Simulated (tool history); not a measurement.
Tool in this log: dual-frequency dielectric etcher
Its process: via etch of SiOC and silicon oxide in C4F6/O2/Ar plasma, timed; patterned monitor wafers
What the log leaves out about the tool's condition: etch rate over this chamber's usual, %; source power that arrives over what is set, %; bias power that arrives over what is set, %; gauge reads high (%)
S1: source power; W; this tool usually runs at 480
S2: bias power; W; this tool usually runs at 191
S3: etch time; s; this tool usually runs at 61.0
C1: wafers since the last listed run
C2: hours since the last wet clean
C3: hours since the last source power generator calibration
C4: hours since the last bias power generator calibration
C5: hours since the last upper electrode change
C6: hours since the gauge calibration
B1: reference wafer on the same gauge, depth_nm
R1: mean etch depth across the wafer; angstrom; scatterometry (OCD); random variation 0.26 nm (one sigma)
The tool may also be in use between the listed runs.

run,hour,S1,S2,S3,C1,C2,C3,C4,C5,C6,B1,R1
1,0.0,480,161,70.0,0,361.6,4096.5,4586.8,2138.1,36.8,68.8,923
2,11.5,480,191,61.0,95,373.1,4108.0,4598.3,2149.6,48.3,68.8,843
3,21.5,480,191,61.0,83,383.1,4118.0,4608.3,2159.6,58.3,68.8,847
4,62.1,480,191,61.0,337,423.7,4158.6,4648.9,2200.2,98.9,68.8,849
5,76.7,480,191,61.0,121,438.3,4173.2,4663.5,2214.8,113.5,68.9,852
# hour 84.2: bias power generator calibrated
# hour 120.0: source power generator calibrated
# hour 120.4: gauge calibrated
6,120.5,480,191,61.0,297,482.1,0.5,36.3,2258.6,0.1,68.9,852
7,128.9,480,191,61.0,69,490.5,8.9,44.7,2267.0,8.5,68.8,856
8,144.4,480,209,61.0,128,506.0,24.4,60.2,2282.5,24.0,68.8,876
9,153.5,480,191,65.5,75,515.1,33.5,69.3,2291.6,33.1,68.8,916
10,169.6,480,191,61.0,133,531.2,49.6,85.4,2307.7,49.2,68.8,857
# hour 196.9: wet clean of the chamber
# hour 204.2: upper electrode replaced
11,204.7,580,209,53.5,31,7.8,84.7,120.5,0.5,84.3,68.8,784
12,205.0,590,226,61.0,2,8.1,85.0,120.8,0.8,84.6,68.7,916
13,205.3,560,171,61.0,2,8.4,85.3,121.1,1.1,84.9,68.9,829
14,205.7,450,163,71.0,3,8.8,85.7,121.5,1.5,85.3,68.8,880
15,213.7,520,235,76.5,66,16.8,93.7,129.5,9.5,93.3,68.8,1116
16,231.3,480,158,61.0,146,34.4,111.3,147.1,27.1,110.9,68.9,770
17,244.6,480,191,61.0,110,47.7,124.6,160.4,40.4,124.2,68.9,811
# hour 245.0: gauge calibrated
18,255.0,450,222,47.0,86,58.1,135.0,170.8,50.8,10.0,68.7,637
19,263.2,480,191,61.0,68,66.3,143.2,179.0,59.0,18.2,68.8,818

For some of the steps in R1 from one run to the next: how much would appear even if the tool had no hidden state, given the settings, what came in and random variation, and how much remains for the hidden state plus any gauge scatter that the measured result and the result without hidden state don't share?
Run 10 -> 11: S1 480 -> 580, S2 191 -> 209, S3 61.0 -> 53.5, wet clean of the chamber, upper electrode replaced. R1 -73 angstrom: hidden state -47, all else -26.
Run 15 -> 16: S1 520 -> 480, S2 235 -> 158, S3 76.5 -> 61.0. R1 -346 angstrom: hidden state +3, all else -349.
